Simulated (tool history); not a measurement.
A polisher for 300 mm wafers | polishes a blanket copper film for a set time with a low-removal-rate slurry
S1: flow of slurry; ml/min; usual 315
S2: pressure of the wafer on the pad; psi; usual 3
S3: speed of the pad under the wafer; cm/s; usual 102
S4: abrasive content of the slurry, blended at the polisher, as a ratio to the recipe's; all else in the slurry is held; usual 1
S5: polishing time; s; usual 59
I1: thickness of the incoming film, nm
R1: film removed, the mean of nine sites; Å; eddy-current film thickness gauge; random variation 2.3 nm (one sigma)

run	hour	S1	S2	S3	S4	S5	I1	R1
1	0	315	3	102	1	59	1488.5	1449
# hour 46.6: slurry blender recalibrated
# hour 58.7: worn pad replaced by a new one
2	76.8	315	3	102	1	59	1507.5	1517
3	90.2	255	3	102	1	59	1529.2	1499
4	104	255	3	102	1	59	1499	1420
5	138.1	315	3	102	1	59	1486.1	1405
6	162.8	315	3	102	1	59	1507.7	1372
# hour 175: worn pad replaced by a new one
7	188.2	315	3	102	1	59	1472.2	1498
8	200.8	315	3	102	1	70	1489.4	1752
# hour 208.4: slurry blender recalibrated
# hour 218.7: head pressure recalibrated
9	227.6	315	3	102	1	70	1501	1741
10	257.7	315	3	102	1.2	59	1479.7	1420
# hour 294.2: worn pad replaced by a new one
11	294.7	315	2.3	102	1	59	1511.1	1195
12	306.8	245	3	76	1	39	1482.4	747
13	321.8	315	3	102	1	59	1504.7	1506
14	352.5	315	3.4	68	0.8	59	1493	1065
15	366.7	315	3	102	1	59	1511.8	1453
16	393.8	315	3	102	1	59	1507.9	1416
# hour 408.4: worn pad replaced by a new one
17	409.5	315	2.4	102	1	59	1497.5	1260
# hour 412.4: slurry blender recalibrated
# hour 433.6: slurry nozzle cleaned
18	440	315	3	102	1	59	1512.6	1502
19	466.7	315	3	122	1	71	1517.2	2072
# hour 512.2: worn pad replaced by a new one
20	568.7	315	3	102	0.7	59	1507.1	1344

Forecast each of these 3 alternatives for the next run:
A	569.1	315	3	102	1	59	1485.2	?
B	569.1	245	3	102	1	59	1485.2	?
C	569.1	315	3	102	0.85	59	1485.2	?

run	R1
A	1448
B	1429
C	1406
Without the tool's hidden state the same runs would have given:
run	R1
A	1541
B	1521
C	1497

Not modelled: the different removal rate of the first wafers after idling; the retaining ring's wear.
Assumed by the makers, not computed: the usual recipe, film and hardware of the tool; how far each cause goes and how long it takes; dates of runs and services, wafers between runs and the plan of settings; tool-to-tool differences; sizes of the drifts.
